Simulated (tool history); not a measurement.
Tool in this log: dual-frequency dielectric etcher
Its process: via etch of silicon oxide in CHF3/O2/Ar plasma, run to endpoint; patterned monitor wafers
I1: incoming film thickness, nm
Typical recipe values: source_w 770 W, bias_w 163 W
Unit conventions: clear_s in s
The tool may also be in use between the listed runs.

run 1 hour=0 | source_w=770 bias_w=163 | I1=483.3 | clear_s=231.5
run 2 hour=9.2 | source_w=770 bias_w=163 | I1=476.8 | clear_s=229.2
run 3 hour=26.7 | source_w=770 bias_w=145 | I1=478.3 | clear_s=237.4
run 4 hour=32.9 | source_w=770 bias_w=145 | I1=480.2 | clear_s=238.4
run 5 hour=43.2 | source_w=870 bias_w=163 | I1=477.7 | clear_s=221.8
run 6 hour=51.5 | source_w=770 bias_w=163 | I1=482.4 | clear_s=231.8
run 7 hour=64.8 | source_w=770 bias_w=163 | I1=476.5 | clear_s=228.2
run 8 hour=71 | source_w=770 bias_w=163 | I1=479.8 | clear_s=228.8
run 9 hour=81.1 | source_w=770 bias_w=163 | I1=480.9 | clear_s=230.1
-- hour=122.4 wet clean of the chamber
run 10 hour=122.9 | source_w=770 bias_w=163 | I1=479.9 | clear_s=224
run 11 hour=123.3 | source_w=770 bias_w=163 | I1=476.7 | clear_s=221.2
run 12 hour=123.7 | source_w=890 bias_w=138 | I1=482 | clear_s=225.6
run 13 hour=128.1 | source_w=890 bias_w=138 | I1=479.5 | clear_s=222.9
run 14 hour=145.8 | source_w=600 bias_w=142 | I1=481.5 | clear_s=246.5
-- hour=205 wet clean of the chamber, repeated, since the last time left the tool worse
-- hour=205 bias power generator calibrated
run 15 hour=205.5 | source_w=770 bias_w=163 | I1=477.3 | clear_s=236
run 16 hour=205.9 | source_w=590 bias_w=149 | I1=477.4 | clear_s=260.6
run 17 hour=209.6 | source_w=660 bias_w=138 | I1=480.1 | clear_s=259.8
-- hour=220.8 source power generator calibrated
-- hour=235.4 upper electrode replaced
run 18 hour=235.9 | source_w=640 bias_w=132 | I1=479.4 | clear_s=265.3
run 19 hour=236.3 | source_w=620 bias_w=185 | I1=482.2 | clear_s=242.1
run 20 hour=244.4 | source_w=690 bias_w=179 | I1=483.3 | clear_s=240.4
run 21 hour=251.8 | source_w=770 bias_w=192 | I1=475.1 | clear_s=223.8
run 22 hour=268.8 | source_w=770 bias_w=163 | I1=476 | clear_s=235.6
run 23 hour=284.6 | source_w=600 bias_w=131 | I1=479.3 | clear_s=267.5
run 24 hour=300.4 | source_w=930 bias_w=196 | I1=481.2 | clear_s=212.7
run 25 hour=316.7 | source_w=670 bias_w=130 | I1=476.7 | clear_s=260
run 26 hour=330.3 | source_w=870 bias_w=180 | I1=483.5 | clear_s=224.4

Give the tool's hidden conditions for every run:
source power that arrives over what is set, %: 0, the same for each run
bias power that arrives over what is set, %: 0, the same for each run
H1: etch rate over this chamber's usual, %
run=1 H1=2.81
run=2 H1=2.87
run=3 H1=2.97
run=4 H1=3.01
run=5 H1=3.07
run=6 H1=3.12
run=7 H1=3.2
run=8 H1=3.24
run=9 H1=3.3
run=10 H1=6.4
run=11 H1=6.4
run=12 H1=6.4
run=13 H1=6.43
run=14 H1=6.53
run=15 H1=-0.43
run=16 H1=-0.428
run=17 H1=-0.405
run=18 H1=-0.246
run=19 H1=-0.244
run=20 H1=-0.195
run=21 H1=-0.15
run=22 H1=-0.0469
run=23 H1=0.0487
run=24 H1=0.144
run=25 H1=0.243
run=26 H1=0.325
